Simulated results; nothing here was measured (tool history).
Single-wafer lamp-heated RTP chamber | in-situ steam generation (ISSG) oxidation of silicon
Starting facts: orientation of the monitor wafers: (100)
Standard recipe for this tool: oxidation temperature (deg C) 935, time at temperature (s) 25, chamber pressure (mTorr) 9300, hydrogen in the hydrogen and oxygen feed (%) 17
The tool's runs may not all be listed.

| run | hour | oxidation temperature (deg C) | time at temperature (s) | chamber pressure (mTorr) | hydrogen in the hydrogen and oxygen feed (%) | wafers since the last listed run | wafers since the last pyrometer calibration | hours since the pressure gauge was zeroed | hours since the hydrogen flow controller was replaced | hours since the gauge calibration | read-back reference wafer on the same gauge, thickness | oxide thickness on the monitor wafer (nm) |
|---|---|---|---|---|---|---|---|---|---|---|---|---|
| 1 | 0 | 935 | 25 | 9300 | 22 | 0 | 3404 | 3353.7 | 4417.6 | 813.8 | 3.453 | 4.208 |
| 2 | 46.7 | 935 | 25 | 9300 | 22 | 723 | 4128 | 3400.4 | 4464.3 | 860.5 | 3.454 | 4.208 |
|  | 183.5 | pyrometer window cleaned and pyrometer calibrated |
| 3 | 284.4 | 935 | 25 | 9300 | 22 | 3557 | 1563 | 3638.1 | 4702 | 1098.2 | 3.447 | 4.217 |
| 4 | 333.1 | 935 | 25 | 9900 | 17 | 754 | 2317 | 3686.8 | 4750.7 | 1146.9 | 3.445 | 3.936 |
| 5 | 399.1 | 935 | 25 | 9300 | 17 | 1022 | 3339 | 3752.8 | 4816.7 | 1212.9 | 3.447 | 3.987 |
|  | 447.4 | hydrogen flow controller replaced |
| 6 | 474.6 | 935 | 25 | 9300 | 17 | 1045 | 4385 | 3828.3 | 27.2 | 1288.4 | 3.444 | 3.983 |
| 7 | 561.8 | 935 | 25 | 9300 | 17 | 1350 | 5735 | 3915.5 | 114.4 | 1375.6 | 3.436 | 3.987 |
|  | 590 | pyrometer window cleaned and pyrometer calibrated |
| 8 | 606.4 | 935 | 25 | 9300 | 17 | 566 | 254 | 3960.1 | 159 | 1420.2 | 3.441 | 3.975 |
| 9 | 702.1 | 935 | 25 | 9300 | 17 | 1482 | 1736 | 4055.8 | 254.7 | 1515.9 | 3.44 | 3.959 |
|  | 780.6 | pressure gauge zeroed |
|  | 799.7 | gauge calibrated |
| 10 | 856.5 | 935 | 25 | 9300 | 17 | 2267 | 4003 | 75.9 | 409.1 | 56.8 | 3.533 | 4.047 |
| 11 | 942.7 | 918 | 18 | 8200 | 25 | 1334 | 5338 | 162.1 | 495.3 | 143 | 3.514 | 3.751 |
|  | 964.4 | pyrometer window cleaned and pyrometer calibrated |
| 12 | 1014.2 | 935 | 25 | 9300 | 17 | 983 | 771 | 233.6 | 566.8 | 214.5 | 3.501 | 4.058 |
| 13 | 1053.8 | 929 | 31 | 7900 | 25 | 613 | 1384 | 273.2 | 606.4 | 254.1 | 3.495 | 4.807 |
| 14 | 1152.1 | 935 | 20 | 8400 | 17 | 1522 | 2906 | 371.5 | 704.7 | 352.4 | 3.487 | 3.712 |
| 15 | 1256.4 | 935 | 25 | 9300 | 27 | 1615 | 4521 | 475.8 | 809 | 456.7 | 3.475 | 4.434 |
|  | 1292.2 | pyrometer window cleaned and pyrometer calibrated |
| 16 | 1312.4 | 953 | 25 | 8400 | 17 | 743 | 312 | 531.8 | 865 | 512.7 | 3.47 | 4.283 |
| 17 | 1378.3 | 935 | 20 | 9300 | 17 | 1020 | 1333 | 597.7 | 930.9 | 578.6 | 3.467 | 3.626 |
| 18 | 1480.2 | 951 | 25 | 9300 | 14 | 1578 | 2911 | 699.6 | 1032.8 | 680.5 | 3.463 | 4.043 |

Selected run-to-run steps in oxide thickness on the monitor wafer (nm), each split into two signed amounts: the part the tool would show with no hidden state at all (from settings, incoming material and random variation), and the remainder, which goes to the hidden state together with any gauge scatter not common to the measured and the hidden-state-free results:
What the log doesn't record here: true wafer temperature minus pyrometer reading, K; true pressure minus gauge reading, Torr; deviation of the hydrogen flow from its setpoint, %; gauge reads high (%).
Run 9 -> 10: pressure gauge zeroed, gauge calibrated. oxide thickness on the monitor wafer (nm) +0.088: hidden state +0.108, all else -0.02.
Run 13 -> 14: oxidation temperature (deg C) 929 -> 935, time at temperature (s) 31 -> 20, chamber pressure (mTorr) 7900 -> 8400, hydrogen in the hydrogen and oxygen feed (%) 25 -> 17. oxide thickness on the monitor wafer (nm) -1.095: hidden state -0.001, all else -1.094.
